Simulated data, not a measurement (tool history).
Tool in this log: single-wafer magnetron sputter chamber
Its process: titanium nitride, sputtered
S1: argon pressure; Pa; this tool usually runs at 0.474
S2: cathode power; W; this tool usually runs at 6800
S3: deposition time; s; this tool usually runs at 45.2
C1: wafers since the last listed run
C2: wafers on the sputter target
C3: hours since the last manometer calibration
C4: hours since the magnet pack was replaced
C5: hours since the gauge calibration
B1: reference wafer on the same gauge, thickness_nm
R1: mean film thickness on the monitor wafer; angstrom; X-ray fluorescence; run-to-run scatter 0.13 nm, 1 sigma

run,day,S1,S2,S3,C1,C2,C3,C4,C5,B1,R1
1,0,0.474,6800,45.2,0,2347,1519.9,8248.1,53.4,47.764,544.16
2,0.7,0.474,6800,45.2,324,2672,1536.7,8264.9,70.2,47.785,543.84
3,1.338,0.474,6800,45.2,295,2968,1552,8280.2,85.5,47.756,545.25
4,1.958,0.474,6800,45.2,288,3256,1566.9,8295.1,100.4,47.795,545.28
5,2.621,0.474,6800,45.2,307,3563,1582.8,8311,116.3,47.783,543.38
6,3.138,0.587,6800,49.8,239,3803,1595.2,8323.4,128.7,47.785,570.55
7,3.95,0.474,6800,45.2,377,4181,1614.7,8342.9,148.2,47.785,540.54
# day 4.788: magnet pack replaced
8,4.871,0.474,6000,36.6,272,4453,1636.8,2,170.3,47.781,394.64
9,6.271,0.474,6800,45.2,649,5103,1670.4,35.6,203.9,47.799,538.68
# day 6.6: gauge calibrated
# day 7.171: sputter target and shields replaced
10,8.817,0.601,7400,48.7,1027,764,1731.5,96.7,53.2,47.859,598.65
# day 9.442: capacitance manometer re-zeroed and calibrated
11,10.154,0.589,7850,45.2,466,1230,17.1,128.8,85.3,47.788,585.48
12,10.892,0.474,6800,45.2,342,1573,34.8,146.5,103,47.801,544.56

What will run 13 give?
13,11.95,0.527,6800,45.2,491,2064,60.2,171.9,128.4,?,?

{"run 13": {"B1": 47.798, "R1": 532.2}}
Without the tool's hidden state the same run would have given R1 533.96 angstrom.

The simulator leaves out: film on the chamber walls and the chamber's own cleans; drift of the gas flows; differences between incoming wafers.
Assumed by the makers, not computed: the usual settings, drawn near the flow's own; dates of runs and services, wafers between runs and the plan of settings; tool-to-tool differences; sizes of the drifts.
